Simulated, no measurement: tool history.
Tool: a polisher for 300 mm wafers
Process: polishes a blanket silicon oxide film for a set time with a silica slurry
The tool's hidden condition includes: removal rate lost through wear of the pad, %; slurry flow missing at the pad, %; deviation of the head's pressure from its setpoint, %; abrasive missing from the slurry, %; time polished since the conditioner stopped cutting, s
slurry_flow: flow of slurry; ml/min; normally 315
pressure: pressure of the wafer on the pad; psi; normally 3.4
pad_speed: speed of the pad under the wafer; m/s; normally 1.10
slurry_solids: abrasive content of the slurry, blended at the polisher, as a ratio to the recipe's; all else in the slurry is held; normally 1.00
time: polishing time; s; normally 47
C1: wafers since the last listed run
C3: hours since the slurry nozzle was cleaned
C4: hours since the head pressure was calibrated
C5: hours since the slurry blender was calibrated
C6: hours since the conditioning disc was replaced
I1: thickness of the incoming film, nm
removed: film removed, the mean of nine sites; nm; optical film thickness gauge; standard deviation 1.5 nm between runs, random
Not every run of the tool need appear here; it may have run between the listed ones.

Run 1, day 0.000: usual settings but pressure 3.1 psi; C1 0; wafers polished on this pad 2091; C3 216.9; C4 50.6; C5 5.0; C6 312.4; I1 1514.7. Result: removed 97.8 nm.
Run 2, day 3.267: usual settings but pressure 2.7 psi; C1 974; wafers polished on this pad 3066; C3 295.3; C4 129.0; C5 83.4; C6 390.8; I1 1493.6. Result: removed 86.7 nm.
Run 3, day 5.417: usual settings but pressure 2.7 psi; C1 641; wafers polished on this pad 3707; C3 346.9; C4 180.6; C5 135.0; C6 442.4; I1 1515.4. Result: removed 86.4 nm.
Run 4, day 9.500: usual settings but pressure 2.7 psi; C1 1217; wafers polished on this pad 4924; C3 444.9; C4 278.6; C5 233.0; C6 540.4; I1 1514.9. Result: removed 85.7 nm.
At day 9.746: conditioning disc replaced and pad reconditioned.
At day 11.971: worn pad replaced by a new one.
Run 5, day 13.000: usual settings but time 40 s; C1 969; wafers polished on this pad 306; C3 528.9; C4 362.6; C5 317.0; C6 78.1; I1 1536.7. Result: removed 93.6 nm.
At day 15.825: head pressure recalibrated.
Run 6, day 15.846: usual settings but time 40 s; C1 823; wafers polished on this pad 1130; C3 597.2; C4 0.5; C5 385.3; C6 146.4; I1 1519.4. Result: removed 93.3 nm.
Run 7, day 17.358: usual settings; C1 451; wafers polished on this pad 1581; C3 633.5; C4 36.8; C5 421.6; C6 182.7; I1 1507.9. Result: removed 106.3 nm.
At day 18.467: slurry blender recalibrated.
Run 8, day 20.617: usual settings; C1 946; wafers polished on this pad 2528; C3 711.7; C4 115.0; C5 51.6; C6 260.9; I1 1533.9. Result: removed 106.8 nm.
At day 20.996: slurry nozzle cleaned.
Run 9, day 23.062: usual settings; C1 716; wafers polished on this pad 3245; C3 49.6; C4 173.7; C5 110.3; C6 319.6; I1 1512.5. Result: removed 107.1 nm.
Run 10, day 25.446: usual settings but slurry_flow 360 ml/min, pressure 2.7 psi, slurry_solids 0.85, time 41 s; C1 710; wafers polished on this pad 3955; C3 106.8; C4 230.9; C5 167.5; C6 376.8; I1 1535.3. Result: removed 70.4 nm.
Run 11, day 27.312: usual settings but pressure 2.6 psi, slurry_solids 0.85; C1 556; wafers polished on this pad 4512; C3 151.6; C4 275.7; C5 212.3; C6 421.6; I1 1516.4. Result: removed 74.4 nm.
Run 12, day 30.425: usual settings but pressure 3.0 psi; C1 928; wafers polished on this pad 5440; C3 226.3; C4 350.4; C5 287.0; C6 496.3; I1 1545.1. Result: removed 95.5 nm.
Run 13, day 32.446: usual settings but pressure 2.5 psi, pad_speed 1.42 m/s, slurry_solids 0.75; C1 602; wafers polished on this pad 6043; C3 274.8; C4 398.9; C5 335.5; C6 544.8; I1 1531.8. Result: removed 82.9 nm.
At day 33.012: worn pad replaced by a new one.
Run 14, day 34.421: usual settings but slurry_flow 400 ml/min, pressure 3.8 psi, time 41 s; C1 539; wafers polished on this pad 420; C3 322.2; C4 446.3; C5 382.9; C6 592.2; I1 1541.5. Result: removed 105.9 nm.
At day 35.046: conditioning disc replaced and pad reconditioned.
At day 35.488: head pressure recalibrated.
At day 37.871: slurry blender recalibrated.
Run 15, day 38.375: usual settings but slurry_solids 0.80; C1 1104; wafers polished on this pad 1524; C3 417.1; C4 69.3; C5 12.1; C6 79.9; I1 1498.7. Result: removed 95.8 nm.
Run 16, day 42.858: usual settings but pressure 2.5 psi, pad_speed 0.72 m/s; C1 1336; wafers polished on this pad 2861; C3 524.7; C4 176.9; C5 119.7; C6 187.5; I1 1503.9. Result: removed 55.9 nm.
Run 17, day 45.592: usual settings but slurry_flow 410 ml/min, pad_speed 0.80 m/s, time 39 s; C1 815; wafers polished on this pad 3676; C3 590.3; C4 242.5; C5 185.3; C6 253.1; I1 1504.6. Result: removed 69.5 nm.
Run 18, day 49.600: usual settings; C1 1195; wafers polished on this pad 4872; C3 686.5; C4 338.7; C5 281.5; C6 349.3; I1 1539.4. Result: removed 108.2 nm.
At day 52.117: worn pad replaced by a new one.
Run 19, day 53.733: usual settings but slurry_flow 270 ml/min, pressure 4.6 psi, pad_speed 0.92 m/s, time 39 s; C1 1182; wafers polished on this pad 482; C3 785.7; C4 437.9; C5 380.7; C6 448.5; I1 1511.8. Result: removed 105.1 nm.
At day 54.325: head pressure recalibrated.
At day 56.033: slurry blender recalibrated.
At day 56.175: slurry nozzle cleaned.
Run 20, day 56.612: usual settings but pressure 2.9 psi; C1 796; wafers polished on this pad 1279; C3 10.5; C4 54.9; C5 13.9; C6 517.6; I1 1518.8. Result: removed 92.7 nm.
Run 21, day 59.425: usual settings but pressure 3.1 psi; C1 838; wafers polished on this pad 2117; C3 78.0; C4 122.4; C5 81.4; C6 585.1; I1 1534.9. Result: removed 97.9 nm.
At day 60.071: conditioning disc replaced and pad reconditioned.
Run 22, day 61.704: usual settings but slurry_solids 0.75; C1 654; wafers polished on this pad 2772; C3 132.7; C4 177.1; C5 136.1; C6 39.2; I1 1510.7. Result: removed 90.2 nm.
Run 23, day 64.375: usual settings; C1 796; wafers polished on this pad 3569; C3 196.8; C4 241.2; C5 200.2; C6 103.3; I1 1528.3. Result: removed 111.8 nm.
Run 24, day 66.962: usual settings but pad_speed 1.30 m/s, slurry_solids 1.20; C1 771; wafers polished on this pad 4340; C3 258.9; C4 303.3; C5 262.3; C6 165.4; I1 1484.1. Result: removed 135.9 nm.
At day 69.225: worn pad replaced by a new one.
Run 25, day 70.675: usual settings but pad_speed 0.82 m/s; C1 1057; wafers polished on this pad 431; C3 348.0; C4 392.4; C5 351.4; C6 254.5; I1 1487.7. Result: removed 84.3 nm.
At day 73.146: slurry blender recalibrated.
Run 26, day 74.483: usual settings but slurry_flow 255 ml/min, pad_speed 1.44 m/s, slurry_solids 0.90; C1 1110; wafers polished on this pad 1542; C3 439.4; C4 483.8; C5 32.1; C6 345.9; I1 1547.1. Result: removed 122.5 nm.

For each run, what was the tool's unlogged condition?
removal rate lost through wear of the pad, %: 0 at every run
slurry flow missing at the pad, %: 0 at every run
deviation of the head's pressure from its setpoint, %: 0 at every run
abrasive missing from the slurry, %: 0 at every run
time polished since the conditioner stopped cutting, s: 0 at every run
